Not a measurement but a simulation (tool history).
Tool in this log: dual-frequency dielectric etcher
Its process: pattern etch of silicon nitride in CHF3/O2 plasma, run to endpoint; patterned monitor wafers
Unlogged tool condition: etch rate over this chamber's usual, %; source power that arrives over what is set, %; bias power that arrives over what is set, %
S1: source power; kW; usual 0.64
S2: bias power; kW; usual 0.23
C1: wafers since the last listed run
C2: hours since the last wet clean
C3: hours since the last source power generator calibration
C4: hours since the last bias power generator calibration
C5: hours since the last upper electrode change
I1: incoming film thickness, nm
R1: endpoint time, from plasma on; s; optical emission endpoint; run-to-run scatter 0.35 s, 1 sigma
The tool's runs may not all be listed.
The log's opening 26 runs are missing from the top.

run,day,S1,S2,C1,C2,C3,C4,C5,I1,R1
27,24.912,0.53,0.192,433,71.6,152.4,270.8,234.7,94.6,63.6
28,25.508,0.49,0.183,249,85.9,166.7,285.1,249,96,67.3
29,26.896,0.64,0.23,580,119.2,200,318.4,282.3,94.3,55.9
30,28.075,0.69,0.286,493,147.5,228.3,346.7,310.6,94.4,50.3
31,29.175,0.48,0.266,460,173.9,254.7,373.1,337,94.7,57.6
32,32.521,0.72,0.209,1399,254.2,335,453.4,417.3,94.5,55.8
33,33.392,0.64,0.187,364,275.1,355.9,474.3,438.2,94.4,60.3
34,34.042,0.56,0.182,271,290.7,371.5,489.9,453.8,93.8,62.6

Each row is a separate what-if for the run after 34, all from the same tool condition, not one after another. Results?
A,34.058,0.64,0.247,6,291.1,371.9,490.3,454.2,95.9,?
B,34.058,0.59,0.209,6,291.1,371.9,490.3,454.2,95.9,?
C,34.058,0.72,0.23,6,291.1,371.9,490.3,454.2,95.9,?
D,34.058,0.58,0.277,6,291.1,371.9,490.3,454.2,95.9,?
E,34.058,0.51,0.276,6,291.1,371.9,490.3,454.2,95.9,?

run,R1
A,54.3
B,59.6
C,53.8
D,53.4
E,55.6
Had the tool no hidden state, the same runs would have come out as:
run,R1
A,55.3
B,60.7
C,54.8
D,54.3
E,56.6

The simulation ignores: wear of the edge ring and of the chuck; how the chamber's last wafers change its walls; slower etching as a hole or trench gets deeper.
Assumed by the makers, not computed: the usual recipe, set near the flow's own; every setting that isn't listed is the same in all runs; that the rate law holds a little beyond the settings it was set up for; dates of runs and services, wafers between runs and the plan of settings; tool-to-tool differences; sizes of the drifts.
